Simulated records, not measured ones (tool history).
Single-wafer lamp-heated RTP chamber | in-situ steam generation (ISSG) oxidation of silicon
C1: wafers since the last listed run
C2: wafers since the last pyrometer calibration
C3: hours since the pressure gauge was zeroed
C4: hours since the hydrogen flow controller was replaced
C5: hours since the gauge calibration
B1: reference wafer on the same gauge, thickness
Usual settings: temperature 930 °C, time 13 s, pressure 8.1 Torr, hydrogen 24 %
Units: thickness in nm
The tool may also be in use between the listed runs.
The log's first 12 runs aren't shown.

Run 13, hour 570.7: usual settings; C1 217; C2 309; C3 2135.4; C4 3843.7; C5 237.2; B1 3.581. Result: thickness 3.646 nm.
Run 14, hour 637.6: usual settings but temperature 945 °C, hydrogen 32 %; C1 340; C2 650; C3 2202.3; C4 3910.6; C5 304.1; B1 3.580. Result: thickness 4.088 nm.
At hour 682.5: hydrogen flow controller replaced.
Run 15, hour 683.0: usual settings but temperature 920 °C, time 16 s; C1 190; C2 840; C3 2247.7; C4 0.5; C5 349.5; B1 3.582. Result: thickness 3.823 nm.
Run 16, hour 736.7: usual settings but temperature 945 °C, pressure 7.2 Torr, hydrogen 27 %; C1 273; C2 1113; C3 2301.4; C4 54.2; C5 403.2; B1 3.581. Result: thickness 3.911 nm.
At hour 745.2: pressure gauge zeroed.
Run 17, hour 771.5: usual settings; C1 136; C2 1249; C3 26.3; C4 89.0; C5 438.0; B1 3.583. Result: thickness 3.658 nm.
Run 18, hour 832.0: usual settings but temperature 918 °C; C1 307; C2 1557; C3 86.8; C4 149.5; C5 498.5; B1 3.578. Result: thickness 3.547 nm.
At hour 891.5: pyrometer window cleaned and pyrometer calibrated.
Run 19, hour 892.0: usual settings; C1 264; C2 2; C3 146.8; C4 209.5; C5 558.5; B1 3.578. Result: thickness 3.651 nm.
Run 20, hour 950.6: usual settings but temperature 917 °C, time 16 s; C1 297; C2 300; C3 205.4; C4 268.1; C5 617.1; B1 3.583. Result: thickness 3.792 nm.
Run 21, hour 1108.3: usual settings but temperature 942 °C, hydrogen 18 %; C1 801; C2 1102; C3 363.1; C4 425.8; C5 774.8; B1 3.582. Result: thickness 3.488 nm.
Run 22, hour 1168.9: usual settings but time 11 s, pressure 7.6 Torr, hydrogen 29 %; C1 308; C2 1410; C3 423.7; C4 486.4; C5 835.4; B1 3.578. Result: thickness 3.643 nm.
Run 23, hour 1230.4: usual settings but temperature 924 °C, hydrogen 18 %; C1 312; C2 1723; C3 485.2; C4 547.9; C5 896.9; B1 3.578. Result: thickness 3.370 nm.
Run 24, hour 1280.5: usual settings but time 10 s; C1 254; C2 1978; C3 535.3; C4 598.0; C5 947.0; B1 3.582. Result: thickness 3.331 nm.
At hour 1320.4: pyrometer window cleaned and pyrometer calibrated.
Run 25, hour 1320.9: usual settings; C1 164; C2 2; C3 575.7; C4 638.4; C5 987.4; B1 3.579. Result: thickness 3.638 nm.
Run 26, hour 1340.2: usual settings but temperature 942 °C, time 15 s, pressure 6.9 Torr, hydrogen 29 %; C1 98; C2 100; C3 595.0; C4 657.7; C5 1006.7; B1 3.577. Result: thickness 4.151 nm.
Run 27, hour 1405.5: usual settings but temperature 919 °C, time 15 s; C1 332; C2 432; C3 660.3; C4 723.0; C5 1072.0; B1 3.577. Result: thickness 3.735 nm.
Run 28, hour 1473.9: usual settings; C1 347; C2 780; C3 728.7; C4 791.4; C5 1140.4; B1 3.581. Result: thickness 3.641 nm.
Run 29, hour 1505.7: usual settings but temperature 924 °C; C1 161; C2 942; C3 760.5; C4 823.2; C5 1172.2; B1 3.580. Result: thickness 3.609 nm.
Run 30, hour 1533.5: usual settings but temperature 942 °C, time 9 s, hydrogen 20 %; C1 141; C2 1083; C3 788.3; C4 851.0; C5 1200.0; B1 3.577. Result: thickness 3.153 nm.

5 ways to go on from here, each from the tool as it stands after run 30. What would each give?
Run A, hour 1533.9: usual settings; C1 2; C2 1085; C3 788.7; C4 851.4; C5 1200.4; B1 ?. Result: thickness ?.
Run B, hour 1533.9: usual settings but temperature 944 °C, pressure 6.9 Torr; C1 2; C2 1085; C3 788.7; C4 851.4; C5 1200.4; B1 ?. Result: thickness ?.
Run C, hour 1533.9: usual settings but pressure 8.8 Torr; C1 2; C2 1085; C3 788.7; C4 851.4; C5 1200.4; B1 ?. Result: thickness ?.
Run D, hour 1533.9: usual settings but temperature 915 °C, time 16 s, pressure 9.3 Torr, hydrogen 19 %; C1 2; C2 1085; C3 788.7; C4 851.4; C5 1200.4; B1 ?. Result: thickness ?.
Run E, hour 1533.9: usual settings but time 16 s, hydrogen 27 %; C1 2; C2 1085; C3 788.7; C4 851.4; C5 1200.4; B1 ?. Result: thickness ?.

run     B1  thickness
  A  3.578      3.649
  B  3.578      3.761
  C  3.578      3.627
  D  3.578      3.551
  E  3.578      4.047
Without the tool's hidden state the same runs would have given:
run  thickness
  A      3.649
  B      3.761
  C      3.627
  D      3.551
  E      4.047
